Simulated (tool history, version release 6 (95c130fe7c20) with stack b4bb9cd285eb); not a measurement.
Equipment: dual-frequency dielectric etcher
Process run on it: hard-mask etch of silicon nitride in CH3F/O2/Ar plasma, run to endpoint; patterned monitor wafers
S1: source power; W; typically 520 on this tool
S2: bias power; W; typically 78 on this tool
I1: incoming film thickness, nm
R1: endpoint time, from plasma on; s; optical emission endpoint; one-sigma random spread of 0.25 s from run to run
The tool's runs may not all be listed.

run    hour   S1  S2     I1    R1
  1     0.0  420  78  49.21  80.5
  2    45.9  420  78  48.97  80.4
  3    84.2  420  78  48.99  80.6
  4   142.2  520  78  48.99  75.3
      205.7  -- wet clean of the chamber
  5   219.6  520  78  49.76  74.3
  6   262.4  520  78  48.91  73.2
  7   323.8  520  78  49.06  73.5
  8   581.4  520  78  49.70  75.5
  9   643.6  520  78  49.08  75.0
 10   739.2  620  78  49.92  72.0
      793.5  -- wet clean of the chamber
 11   794.0  520  78  49.33  69.0
 12  1017.8  400  78  49.07  75.3
     1119.4  -- wet clean of the chamber, repeated, since the last time left the tool worse
 13  1119.9  520  92  49.33  69.6
 14  1148.2  400  95  49.50  75.9
     1210.9  -- upper electrode replaced
 15  1215.0  640  94  49.56  65.3
     1281.8  -- source power generator calibrated
     1282.6  -- bias power generator calibrated
 16  1492.8  410  78  49.09  81.1
 17  1559.5  520  78  49.37  75.4
     1631.2  -- wet clean of the chamber
 18  1656.1  410  65  49.58  84.2
 19  1717.9  520  78  49.07  73.2

Predict each of these 4 candidate next runs independently; none follows another, all start after run 19:
  A  1718.3  520  78  49.92   ?
  B  1718.3  520  64  49.92   ?
  C  1718.3  520  95  49.92   ?
  D  1718.3  610  78  49.92   ?

run    R1
  A  74.4
  B  78.8
  C  70.0
  D  70.4
Take away the tool's hidden state, keep each run's random variation, and the runs would have read:
run    R1
  A  74.2
  B  78.6
  C  69.8
  D  70.2
